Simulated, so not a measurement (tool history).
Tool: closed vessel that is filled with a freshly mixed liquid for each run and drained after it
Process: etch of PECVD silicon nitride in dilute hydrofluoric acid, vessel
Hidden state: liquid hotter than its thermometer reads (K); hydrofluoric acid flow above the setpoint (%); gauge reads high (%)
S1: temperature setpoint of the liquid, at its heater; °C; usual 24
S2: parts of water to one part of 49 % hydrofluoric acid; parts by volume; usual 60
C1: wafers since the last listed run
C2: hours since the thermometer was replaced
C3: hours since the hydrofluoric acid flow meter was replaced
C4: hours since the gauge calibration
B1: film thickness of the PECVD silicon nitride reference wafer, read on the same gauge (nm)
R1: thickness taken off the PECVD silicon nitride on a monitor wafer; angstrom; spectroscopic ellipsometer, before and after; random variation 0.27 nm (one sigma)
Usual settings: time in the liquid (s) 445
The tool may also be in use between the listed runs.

{"run": 1, "hour": 0.0, "S1": 24, "S2": 60, "time in the liquid (s)": 445, "C1": 0, "C2": 951.1, "C3": 1256.7, "C4": 52, "B1": 150, "R1": 445.8}
{"run": 2, "hour": 45.1, "S1": 24, "S2": 60, "time in the liquid (s)": 445, "C1": 3085, "C2": 996.2, "C3": 1301.8, "C4": 97.1, "B1": 150.03, "R1": 443.4}
{"run": 3, "hour": 93.2, "S1": 24, "S2": 60, "time in the liquid (s)": 445, "C1": 3290, "C2": 1044.3, "C3": 1349.9, "C4": 145.2, "B1": 150.03, "R1": 449}
{"run": 4, "hour": 143.0, "S1": 24, "S2": 60, "time in the liquid (s)": 445, "C1": 3406, "C2": 1094.1, "C3": 1399.7, "C4": 195, "B1": 150.02, "R1": 449.2}
{"run": 5, "hour": 285.1, "S1": 24, "S2": 60, "time in the liquid (s)": 445, "C1": 9721, "C2": 1236.2, "C3": 1541.8, "C4": 337.1, "B1": 150.01, "R1": 450.1}
{"run": 6, "hour": 352.9, "S1": 24, "S2": 60, "time in the liquid (s)": 355, "C1": 4638, "C2": 1304, "C3": 1609.6, "C4": 404.9, "B1": 150, "R1": 364.3}
{"run": 7, "hour": 420.4, "S1": 24, "S2": 60, "time in the liquid (s)": 355, "C1": 4617, "C2": 1371.5, "C3": 1677.1, "C4": 472.4, "B1": 150.02, "R1": 363.3}
{"run": 8, "hour": 477.3, "S1": 24, "S2": 60, "time in the liquid (s)": 355, "C1": 3892, "C2": 1428.4, "C3": 1734, "C4": 529.3, "B1": 150.01, "R1": 364.9}
{"run": 9, "hour": 549.1, "S1": 24, "S2": 60, "time in the liquid (s)": 445, "C1": 4911, "C2": 1500.2, "C3": 1805.8, "C4": 601.1, "B1": 149.99, "R1": 461.6}
{"run": 10, "hour": 619.4, "S1": 24, "S2": 60, "time in the liquid (s)": 445, "C1": 4809, "C2": 1570.5, "C3": 1876.1, "C4": 671.4, "B1": 149.99, "R1": 465.5}
{"hour": 676.6, "done": "hydrofluoric acid flow meter replaced"}
{"run": 11, "hour": 676.9, "S1": 25, "S2": 60, "time in the liquid (s)": 445, "C1": 3865, "C2": 1628, "C3": 0.3, "C4": 728.9, "B1": 150.01, "R1": 493.1}
{"run": 12, "hour": 747.4, "S1": 21, "S2": 45, "time in the liquid (s)": 445, "C1": 4822, "C2": 1698.5, "C3": 70.8, "C4": 799.4, "B1": 149.99, "R1": 505.7}
{"run": 13, "hour": 771.7, "S1": 24, "S2": 60, "time in the liquid (s)": 445, "C1": 1662, "C2": 1722.8, "C3": 95.1, "C4": 823.7, "B1": 150.03, "R1": 467.9}
{"run": 14, "hour": 806.7, "S1": 20.5, "S2": 50, "time in the liquid (s)": 310, "C1": 2394, "C2": 1757.8, "C3": 130.1, "C4": 858.7, "B1": 150, "R1": 307.7}
{"run": 15, "hour": 846.1, "S1": 24, "S2": 60, "time in the liquid (s)": 445, "C1": 2695, "C2": 1797.2, "C3": 169.5, "C4": 898.1, "B1": 149.96, "R1": 461.2}
{"hour": 859.4, "done": "thermometer replaced"}
{"hour": 884.4, "done": "gauge calibrated"}
{"run": 16, "hour": 896.3, "S1": 24, "S2": 60, "time in the liquid (s)": 445, "C1": 3365, "C2": 36.9, "C3": 219.7, "C4": 11.9, "B1": 149.99, "R1": 422}
{"run": 17, "hour": 961.2, "S1": 27, "S2": 40, "time in the liquid (s)": 615, "C1": 4439, "C2": 101.8, "C3": 284.6, "C4": 76.8, "B1": 149.99, "R1": 1063}
{"run": 18, "hour": 990.3, "S1": 26, "S2": 45, "time in the liquid (s)": 445, "C1": 1990, "C2": 130.9, "C3": 313.7, "C4": 105.9, "B1": 150, "R1": 641.1}
{"run": 19, "hour": 1014.5, "S1": 28, "S2": 80, "time in the liquid (s)": 555, "C1": 1655, "C2": 155.1, "C3": 337.9, "C4": 130.1, "B1": 150, "R1": 512.7}
{"run": 20, "hour": 1044.3, "S1": 28, "S2": 60, "time in the liquid (s)": 625, "C1": 2038, "C2": 184.9, "C3": 367.7, "C4": 159.9, "B1": 149.99, "R1": 776.8}
{"run": 21, "hour": 1201.6, "S1": 24, "S2": 50, "time in the liquid (s)": 445, "C1": 10760, "C2": 342.2, "C3": 525, "C4": 317.2, "B1": 149.99, "R1": 515.6}
{"run": 22, "hour": 1239.7, "S1": 24, "S2": 60, "time in the liquid (s)": 445, "C1": 2606, "C2": 380.3, "C3": 563.1, "C4": 355.3, "B1": 149.99, "R1": 432.3}

Forecast each of these 4 alternatives for the next run:
{"run": "A", "hour": 1240.5, "S1": 24, "S2": 60, "time in the liquid (s)": 445, "C1": 54, "C2": 381.1, "C3": 563.9, "C4": 356.1, "B1": "?", "R1": "?"}
{"run": "B", "hour": 1240.5, "S1": 21, "S2": 75, "time in the liquid (s)": 445, "C1": 54, "C2": 381.1, "C3": 563.9, "C4": 356.1, "B1": "?", "R1": "?"}
{"run": "C", "hour": 1240.5, "S1": 24, "S2": 60, "time in the liquid (s)": 320, "C1": 54, "C2": 381.1, "C3": 563.9, "C4": 356.1, "B1": "?", "R1": "?"}
{"run": "D", "hour": 1240.5, "S1": 25.5, "S2": 85, "time in the liquid (s)": 345, "C1": 54, "C2": 381.1, "C3": 563.9, "C4": 356.1, "B1": "?", "R1": "?"}

run=A B1=150.01 R1=432.7
run=B B1=150.01 R1=283.9
run=C B1=150.01 R1=311.1
run=D B1=150.01 R1=262.7
Without the tool's hidden state the same runs would have given:
run=A R1=420.7
run=B R1=275.9
run=C R1=302.5
run=D R1=255.6

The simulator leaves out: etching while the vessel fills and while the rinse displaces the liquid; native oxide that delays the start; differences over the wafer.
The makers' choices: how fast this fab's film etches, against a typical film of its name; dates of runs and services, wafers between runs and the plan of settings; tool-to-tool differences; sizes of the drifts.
